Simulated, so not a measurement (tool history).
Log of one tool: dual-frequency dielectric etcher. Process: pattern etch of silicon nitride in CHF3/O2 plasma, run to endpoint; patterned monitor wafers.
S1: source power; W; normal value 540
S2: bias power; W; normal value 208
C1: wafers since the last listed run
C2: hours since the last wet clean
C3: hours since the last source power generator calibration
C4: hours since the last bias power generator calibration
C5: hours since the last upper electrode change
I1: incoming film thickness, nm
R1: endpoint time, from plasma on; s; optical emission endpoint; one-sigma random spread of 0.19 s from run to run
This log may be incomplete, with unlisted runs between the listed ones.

run,hour,S1,S2,C1,C2,C3,C4,C5,I1,R1
1,0,540,195,0,478.1,2941,1847.7,1551.3,89.1,55.9
2,52.5,490,220,573,530.6,2993.5,1900.2,1603.8,90.3,55.3
3,147,490,220,1033,625.1,3088,1994.7,1698.3,90.5,54.9
# hour 187.6: wet clean of the chamber
4,247.2,540,208,832,59.6,3188.2,2094.9,1798.5,89.4,55.8
5,555.9,540,208,3374,368.3,3496.9,2403.6,2107.2,89.2,54.9
# hour 652: source power generator calibrated
6,662.8,540,208,1124,475.2,10.8,2510.5,2214.1,89,54.5
# hour 792.8: wet clean of the chamber
7,796.6,540,208,1200,3.8,144.6,2644.3,2347.9,89.5,56.3
8,832.7,540,208,394,39.9,180.7,2680.4,2384,89.4,55.7
9,924.8,540,208,1006,132,272.8,2772.5,2476.1,88.3,55
# hour 982.2: bias power generator calibrated
10,1036.5,540,208,1177,243.7,384.5,54.3,2587.8,89,55.3
# hour 1124.7: upper electrode replaced
11,1125.2,540,208,707,332.4,473.2,143,0.5,88.4,54.5
12,1216.2,540,208,994,423.4,564.2,234,91.5,89.4,54.8
13,1294.8,540,208,859,502,642.8,312.6,170.1,89.1,54.6
14,1364.4,540,208,760,571.6,712.4,382.2,239.7,88,53.6
# hour 1402.7: wet clean of the chamber
15,1424.1,620,176,390,21.4,772.1,441.9,299.4,89.2,57.7
16,1463.7,540,165,432,61,811.7,481.5,339,89.5,60.9
17,1533.9,640,208,767,131.2,881.9,551.7,409.2,89.1,53.7
18,1575.5,430,160,454,172.8,923.5,593.3,450.8,89.2,65.2
19,1658,430,173,901,255.3,1006,675.8,533.3,89.5,63.3
20,1764.2,540,208,1160,361.5,1112.2,782,639.5,89.1,55.3
21,1849.9,480,186,936,447.2,1197.9,867.7,725.2,87.8,57.8
22,1925.6,590,160,827,522.9,1273.6,943.4,800.9,89.7,59.5
23,1972.8,540,174,515,570.1,1320.8,990.6,848.1,89.1,58.2
24,2072.5,600,165,1089,669.8,1420.5,1090.3,947.8,89.4,58
# hour 2121.1: wet clean of the chamber
25,2165.6,540,208,755,44.5,1513.6,1183.4,1040.9,89.6,56.3
26,2202,540,208,397,80.9,1550,1219.8,1077.3,89.1,56
27,2300.7,540,208,1078,179.6,1648.7,1318.5,1176,89.8,55.9
28,2358.3,540,228,629,237.2,1706.3,1376.1,1233.6,89.3,53.7
29,2448.8,670,227,989,327.7,1796.8,1466.6,1324.1,87.9,49.7
30,2547.4,540,208,1077,426.3,1895.4,1565.2,1422.7,89.2,55
31,2629.5,420,159,897,508.4,1977.5,1647.3,1504.8,89.6,64.4
32,2700.5,440,229,776,579.4,2048.5,1718.3,1575.8,88.6,54.8
33,2779.1,460,165,859,658,2127.1,1796.9,1654.4,87.9,60.9
# hour 2828.6: wet clean of the chamber
34,2859.1,540,208,612,30.5,2207.1,1876.9,1734.4,89.8,56

Predict each of these 5 candidate next runs independently; none follows another, all start after run 34:
A,2859.5,540,208,4,30.9,2207.5,1877.3,1734.8,89.1,?
B,2859.5,680,175,4,30.9,2207.5,1877.3,1734.8,89.1,?
C,2859.5,610,208,4,30.9,2207.5,1877.3,1734.8,89.1,?
D,2859.5,460,255,4,30.9,2207.5,1877.3,1734.8,89.1,?
E,2859.5,580,208,4,30.9,2207.5,1877.3,1734.8,89.1,?

run,R1
A,55.9
B,56.2
C,54.2
D,53.6
E,54.9
Stripped of hidden state, with their random variation kept, the same runs would have yielded:
run,R1
A,56.2
B,56.5
C,54.4
D,53.9
E,55.2

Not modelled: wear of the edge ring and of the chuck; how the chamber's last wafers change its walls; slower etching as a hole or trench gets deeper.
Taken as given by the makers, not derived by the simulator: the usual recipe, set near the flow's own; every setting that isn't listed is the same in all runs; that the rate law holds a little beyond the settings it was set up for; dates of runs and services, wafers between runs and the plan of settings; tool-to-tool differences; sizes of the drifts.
